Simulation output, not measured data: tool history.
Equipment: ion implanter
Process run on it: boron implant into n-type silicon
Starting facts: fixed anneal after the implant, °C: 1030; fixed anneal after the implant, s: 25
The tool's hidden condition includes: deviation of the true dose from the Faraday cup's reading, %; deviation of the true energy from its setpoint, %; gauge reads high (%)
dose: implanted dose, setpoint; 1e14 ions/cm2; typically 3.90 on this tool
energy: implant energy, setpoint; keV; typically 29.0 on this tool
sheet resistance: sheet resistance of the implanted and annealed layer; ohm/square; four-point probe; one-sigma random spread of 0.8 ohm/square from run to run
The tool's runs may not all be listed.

run	hour	dose	energy	wafers since the last listed run	hours since the last dose calibration	hours since the extraction supply was calibrated	hours since the gauge calibration	read-back reference wafer on the same gauge, sheet resistance	sheet resistance
1	0.0	3.90	29.0	0	33.0	4158.6	391.7	257.88	232.21
2	16.6	3.90	29.0	299	49.6	4175.2	408.3	257.91	231.85
3	44.7	3.90	29.0	506	77.7	4203.3	436.4	257.94	234.31
4	57.7	3.90	29.0	234	90.7	4216.3	449.4	257.94	234.08
5	77.4	4.34	29.0	355	110.4	4236.0	469.1	257.95	213.96
6	108.5	4.34	29.0	560	141.5	4267.1	500.2	257.93	215.15
7	121.3	4.73	29.0	230	154.3	4279.9	513.0	258.09	200.75
8	139.8	4.73	29.0	333	172.8	4298.4	531.5	258.14	201.27
9	161.3	4.73	29.0	387	194.3	4319.9	553.0	258.00	201.49
10	176.8	3.90	29.0	279	209.8	4335.4	568.5	257.91	234.68
11	208.7	3.90	29.0	575	241.7	4367.3	600.4	257.97	236.18
12	233.0	3.90	29.0	438	266.0	4391.6	624.7	258.08	237.88
13	280.4	3.90	29.0	855	313.4	4439.0	672.1	258.03	237.99
14	304.8	3.90	29.0	440	337.8	4463.4	696.5	258.12	237.56
15	330.8	3.90	29.0	468	363.8	4489.4	722.5	258.05	237.32
16	347.3	3.90	29.0	297	380.3	4505.9	739.0	257.95	236.80
17	373.9	3.55	24.5	479	406.9	4532.5	765.6	258.10	261.64
18	402.2	3.55	24.5	510	435.2	4560.8	793.9	257.97	262.20
19	438.1	4.52	29.0	647	471.1	4596.7	829.8	257.91	210.61
20	458.5	3.14	20.0	367	491.5	4617.1	850.2	258.01	294.94
21	476.5	3.90	29.0	324	509.5	4635.1	868.2	257.85	240.54
# hour 488.1: Faraday cup replaced and dose calibrated
22	501.2	2.75	36.5	301	13.1	4659.8	892.9	257.97	298.94
# hour 512.3: gauge calibrated
23	530.0	3.90	29.0	519	41.9	4688.6	17.7	257.96	231.48
24	542.2	3.90	29.0	220	54.1	4700.8	29.9	257.84	230.60
# hour 552.2: extraction supply calibrated
25	573.3	3.09	29.0	416	85.2	21.1	61.0	257.89	280.72
26	601.8	3.90	29.0	514	113.7	49.6	89.5	257.96	235.76
27	668.2	4.34	29.0	1197	180.1	116.0	155.9	257.83	216.49
28	697.9	5.06	34.0	535	209.8	145.7	185.6	258.09	187.23
29	727.2	4.49	22.0	528	239.1	175.0	214.9	257.99	217.60
30	750.4	3.59	38.5	418	262.3	198.2	238.1	257.84	244.70
31	762.7	3.90	29.0	221	274.6	210.5	250.4	257.92	236.32
32	787.8	3.33	37.0	452	299.7	235.6	275.5	258.02	262.65
33	809.3	3.05	29.0	387	321.2	257.1	297.0	257.96	289.58
34	822.7	4.32	29.0	241	334.6	270.5	310.4	258.04	217.80
35	842.3	3.90	29.0	353	354.2	290.1	330.0	257.95	237.69
36	921.5	2.81	23.0	1428	433.4	369.3	409.2	258.18	318.80
37	953.0	3.90	29.0	568	464.9	400.8	440.7	257.92	238.80
38	981.7	4.72	20.0	517	493.6	429.5	469.4	257.83	213.70

What if the next run were any one of these 3? Each begins from the tool's condition after run 38:
A	982.1	3.90	36.5	7	494.0	429.9	469.8	?	?
B	982.1	3.57	29.0	7	494.0	429.9	469.8	?	?
C	982.1	3.24	38.5	7	494.0	429.9	469.8	?	?

run	read-back reference wafer on the same gauge, sheet resistance	sheet resistance
A	257.98	232.86
B	257.98	256.69
C	257.98	269.39
Stripped of hidden state, with their random variation kept, the same runs would have yielded:
run	sheet resistance
A	224.54
B	247.60
C	259.92
